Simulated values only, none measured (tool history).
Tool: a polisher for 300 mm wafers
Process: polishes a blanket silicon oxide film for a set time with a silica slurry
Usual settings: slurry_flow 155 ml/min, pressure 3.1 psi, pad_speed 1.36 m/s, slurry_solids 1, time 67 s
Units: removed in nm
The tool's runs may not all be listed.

run,day,slurry_flow,pressure,pad_speed,slurry_solids,time,wafers since the last listed run,wafers polished on this pad,hours since the slurry nozzle was cleaned,hours since the head pressure was calibrated,hours since the slurry blender was calibrated,hours since the conditioning disc was replaced,"incoming thickness of the incoming film, nm",removed
1,0,155,2.5,1.36,1,67,0,1685,141.7,289.2,347.9,161,761,156.6
# day 3.438: slurry blender recalibrated
2,4.075,155,2.5,1.36,1,67,1228,2914,239.5,387,15.3,258.8,745.9,155.4
# day 6.654: worn pad replaced by a new one
# day 7.075: slurry nozzle cleaned
# day 7.171: conditioning disc replaced and pad reconditioned
3,8.029,155,3.1,1.36,1,67,1127,384,22.9,481.9,110.2,20.6,758.9,201.5
4,10.196,155,3.1,1.36,1,51,666,1051,74.9,533.9,162.2,72.6,752.2,147.6
5,14.175,155,3.1,1.36,1,51,1224,2275,170.4,629.4,257.7,168.1,741.2,144.7
6,17.046,155,3.1,1.36,1,51,883,3159,239.3,698.3,326.6,237,752.4,142.4
# day 17.246: slurry nozzle cleaned
# day 17.283: slurry blender recalibrated
# day 18.633: worn pad replaced by a new one
# day 19.221: conditioning disc replaced and pad reconditioned
7,20.054,155,3.1,1.36,0.9,67,824,412,67.4,770.5,66.5,20,761,184.1
8,23.3,155,3.1,1.36,0.9,67,998,1411,145.3,848.4,144.4,97.9,740.1,175.6
9,27.604,155,3.1,1.36,0.9,67,1324,2735,248.6,951.7,247.7,201.2,736.4,169
# day 28.746: slurry nozzle cleaned
10,30.225,155,3.1,1.8,1,67,793,3529,35.5,1014.6,310.6,264.1,744,208.6
# day 31.212: worn pad replaced by a new one
11,31.908,155,4,1.54,1,83,466,213,75.9,1055,351,304.5,752.3,289.9
# day 33.154: conditioning disc replaced and pad reconditioned
# day 34.071: slurry blender recalibrated
12,35.621,130,3.1,1.36,0.85,67,1091,1305,165,1144.1,37.2,59.2,738,166.1
# day 36.308: head pressure recalibrated
13,38.654,155,3.1,1.36,1.25,67,907,2213,237.8,56.3,110,132,757.7,214.4
# day 40.012: slurry nozzle cleaned
14,41.579,155,3.1,1.36,1,76,887,3100,37.6,126.5,180.2,202.2,756.2,209.8
# day 41.983: worn pad replaced by a new one
# day 45.275: conditioning disc replaced and pad reconditioned
15,45.333,155,3.1,1.36,1,67,1078,1005,127.7,216.6,270.3,1.4,746.7,202.7
16,47.488,185,2.4,1.36,1,67,662,1668,179.4,268.3,322,53.1,755,162.2
# day 48.354: slurry blender recalibrated
17,50.488,155,3.4,1.36,1,67,897,2565,251.4,340.3,51.2,125.1,754.8,200.7
# day 52.225: slurry nozzle cleaned
18,52.246,155,3.1,1.36,1,67,528,3094,0.5,382.5,93.4,167.3,752.1,185.1
# day 54.196: worn pad replaced by a new one
19,55.596,195,3.1,1,1,81,979,430,80.9,462.9,173.8,247.7,756.5,196.5

Forecast each of these 5 alternatives for the next run:
A,55.612,155,3.1,1.36,1,67,5,435,81.3,463.3,174.2,248.1,744.3,?
B,55.612,155,3.1,0.94,1,67,5,435,81.3,463.3,174.2,248.1,744.3,?
C,55.612,115,3.1,1.6,1,67,5,435,81.3,463.3,174.2,248.1,744.3,?
D,55.612,155,3.1,1.68,1,67,5,435,81.3,463.3,174.2,248.1,744.3,?
E,55.612,155,3.5,1.36,1,67,5,435,81.3,463.3,174.2,248.1,744.3,?

run,removed
A,186.5
B,156.1
C,189.9
D,207.8
E,205.3
Without the tool's hidden state the same runs would have given:
run,removed
A,208.9
B,171.3
C,215.2
D,236.4
E,232.4

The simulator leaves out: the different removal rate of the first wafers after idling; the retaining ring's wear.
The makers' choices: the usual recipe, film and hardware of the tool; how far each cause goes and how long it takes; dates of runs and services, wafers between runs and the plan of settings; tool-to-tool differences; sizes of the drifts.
